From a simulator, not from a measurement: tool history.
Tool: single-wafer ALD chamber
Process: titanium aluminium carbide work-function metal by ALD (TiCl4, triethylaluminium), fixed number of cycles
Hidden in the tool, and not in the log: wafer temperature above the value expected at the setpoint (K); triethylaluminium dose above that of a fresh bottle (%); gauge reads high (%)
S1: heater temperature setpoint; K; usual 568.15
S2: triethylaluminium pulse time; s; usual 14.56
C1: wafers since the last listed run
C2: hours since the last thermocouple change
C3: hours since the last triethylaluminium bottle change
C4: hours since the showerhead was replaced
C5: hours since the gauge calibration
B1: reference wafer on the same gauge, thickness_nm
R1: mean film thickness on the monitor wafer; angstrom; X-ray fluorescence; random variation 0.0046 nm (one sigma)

run 1 hour=0 | S1=568.15 S2=14.56 | C1=0 C2=2392.4 C3=241.3 C4=4096.2 C5=348.1 | B1=1.61 | R1=17.97
run 2 hour=52.1 | S1=568.15 S2=14.56 | C1=448 C2=2444.5 C3=293.4 C4=4148.3 C5=400.2 | B1=1.61 | R1=17.93
run 3 hour=86.3 | S1=568.15 S2=14.56 | C1=294 C2=2478.7 C3=327.6 C4=4182.5 C5=434.4 | B1=1.611 | R1=17.85
run 4 hour=142.5 | S1=568.15 S2=14.56 | C1=483 C2=2534.9 C3=383.8 C4=4238.7 C5=490.6 | B1=1.609 | R1=17.82
run 5 hour=209.4 | S1=568.15 S2=14.56 | C1=575 C2=2601.8 C3=450.7 C4=4305.6 C5=557.5 | B1=1.61 | R1=17.76
run 6 hour=233.6 | S1=558.15 S2=14.56 | C1=208 C2=2626 C3=474.9 C4=4329.8 C5=581.7 | B1=1.61 | R1=17.05
run 7 hour=291 | S1=558.15 S2=14.56 | C1=493 C2=2683.4 C3=532.3 C4=4387.2 C5=639.1 | B1=1.611 | R1=17.1
run 8 hour=348.9 | S1=568.15 S2=14.56 | C1=497 C2=2741.3 C3=590.2 C4=4445.1 C5=697 | B1=1.61 | R1=17.71
-- hour=400.8 showerhead replaced
-- hour=408.7 triethylaluminium bottle replaced
run 9 hour=431.4 | S1=558.15 S2=10.38 | C1=572 C2=2823.8 C3=22.7 C4=30.6 C5=779.5 | B1=1.61 | R1=16.9
-- hour=452.7 thermocouple changed; heater temperature recalibrated
run 10 hour=494 | S1=555.15 S2=13.06 | C1=469 C2=41.3 C3=85.3 C4=93.2 C5=842.1 | B1=1.609 | R1=17.08
-- hour=514 gauge calibrated
run 11 hour=558.2 | S1=557.15 S2=14.56 | C1=552 C2=105.5 C3=149.5 C4=157.4 C5=44.2 | B1=1.611 | R1=17.25
run 12 hour=587.7 | S1=568.15 S2=14.56 | C1=253 C2=135 C3=179 C4=186.9 C5=73.7 | B1=1.611 | R1=17.98
run 13 hour=629.8 | S1=577.15 S2=11.3 | C1=362 C2=177.1 C3=221.1 C4=229 C5=115.8 | B1=1.61 | R1=17.74
run 14 hour=686.1 | S1=568.15 S2=14.56 | C1=484 C2=233.4 C3=277.4 C4=285.3 C5=172.1 | B1=1.611 | R1=17.92

Forecast each of these 4 alternatives for the next run:
run A hour=686.5 | S1=568.15 S2=17.46 | C1=3 C2=233.8 C3=277.8 C4=285.7 C5=172.5 | B1=? | R1=?
run B hour=686.5 | S1=580.15 S2=12.8 | C1=3 C2=233.8 C3=277.8 C4=285.7 C5=172.5 | B1=? | R1=?
run C hour=686.5 | S1=568.15 S2=18.65 | C1=3 C2=233.8 C3=277.8 C4=285.7 C5=172.5 | B1=? | R1=?
run D hour=686.5 | S1=554.15 S2=11.17 | C1=3 C2=233.8 C3=277.8 C4=285.7 C5=172.5 | B1=? | R1=?

run=A B1=1.612 R1=18.15
run=B B1=1.612 R1=18.23
run=C B1=1.612 R1=18.24
run=D B1=1.612 R1=15.96
Without the tool's hidden state the same runs would have given:
run=A R1=18.45
run=B R1=19.11
run=C R1=18.47
run=D R1=17.07
